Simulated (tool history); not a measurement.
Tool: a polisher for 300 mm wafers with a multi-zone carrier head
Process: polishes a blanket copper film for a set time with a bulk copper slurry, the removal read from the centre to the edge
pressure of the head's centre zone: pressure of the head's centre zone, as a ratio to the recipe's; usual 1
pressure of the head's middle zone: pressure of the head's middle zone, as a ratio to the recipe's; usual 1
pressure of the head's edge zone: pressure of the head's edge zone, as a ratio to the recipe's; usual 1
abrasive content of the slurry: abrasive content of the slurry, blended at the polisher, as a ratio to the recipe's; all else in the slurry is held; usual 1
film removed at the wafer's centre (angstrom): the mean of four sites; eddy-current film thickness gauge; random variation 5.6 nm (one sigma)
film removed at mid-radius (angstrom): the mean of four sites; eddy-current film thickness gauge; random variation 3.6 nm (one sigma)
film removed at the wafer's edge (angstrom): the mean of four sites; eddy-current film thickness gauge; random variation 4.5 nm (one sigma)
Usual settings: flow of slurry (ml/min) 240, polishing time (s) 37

run	hour	flow of slurry (ml/min)	pressure of the head's centre zone	pressure of the head's middle zone	pressure of the head's edge zone	abrasive content of the slurry	polishing time (s)	incoming thickness of the incoming film, nm	film removed at the wafer's centre (angstrom)	film removed at mid-radius (angstrom)	film removed at the wafer's edge (angstrom)
1	0	240	1	1	0.92	1	42	2602.8	4441	4647	4384
2	100.5	240	1	1	1	1	37	2646	3972	4031	3959
3	116.2	185	1	1	1	1	37	2640	3790	3863	3840
# hour 141.8: worn pad replaced by a new one
4	144.5	240	1.07	1	1	0.85	26	2657.9	2957	2749	2635
5	166.2	240	1	0.96	1	1	37	2623.3	3952	3855	3903
6	194.2	240	1	0.96	1	1	37	2653.4	3948	3827	3877
7	209.2	240	0.94	1.06	1	1	37	2675	3643	4130	3823
8	221.8	240	1	0.89	1.05	1	37	2660.7	3834	3569	3837
# hour 227.9: edge zone pressure recalibrated
9	251.9	240	1	1	1	1	37	2629.9	3835	3922	3811
10	284.2	240	1	1.05	1	1.15	37	2673.7	3933	4159	3904
# hour 292.7: worn pad replaced by a new one
11	299.3	240	1	1	1	1	47	2682.4	4737	5060	4838
# hour 318: slurry nozzle cleaned
12	331.5	155	1	1	1	1	37	2614	3765	3904	3900
13	351.7	240	1	1	1	1	37	2593.2	4023	4154	3985
# hour 358.2: centre zone pressure recalibrated
14	364.6	240	0.94	1.06	1	1	37	2669.8	3845	4391	4040
15	379.1	240	1	1	1	1	37	2644.2	4134	4082	4012
16	405.2	195	1.07	1	1	1.2	49	2682.1	5773	5549	5303
17	438.8	310	1	0.89	1.04	1	27	2655.3	3035	2825	3048
18	455.9	240	1	1	1	1	37	2647.5	4067	4169	4008
# hour 469.9: worn pad replaced by a new one
19	477.3	240	1.05	1	0.92	1	37	2620.5	4270	4095	3829
20	497.1	240	1	1.06	1.07	1	31	2614.1	3368	3685	3443

The same runs without the tool's hidden state, with the same run-to-run variation:
The hidden state here: removal rate lost through wear of the pad, %; slurry flow missing at the pad, %; deviation of the centre zone's pressure from its setpoint, %; deviation of the edge zone's pressure from its setpoint, %.
run	film removed at the wafer's centre (angstrom)	film removed at mid-radius (angstrom)	film removed at the wafer's edge (angstrom)
1	4549	4748	4456
2	4114	4160	4052
3	3971	4028	3958
4	3080	2852	2708
5	4131	4012	4020
6	4146	3999	4006
7	3836	4326	3957
8	4047	3746	3977
9	4072	4139	3966
10	4206	4418	4081
11	5086	5393	5070
12	3767	3906	3901
13	4025	4156	3986
14	3848	4394	4041
15	4137	4084	4014
16	5780	5555	5307
17	3038	2828	3050
18	4075	4176	4013
19	4279	4104	3834
20	3377	3694	3449
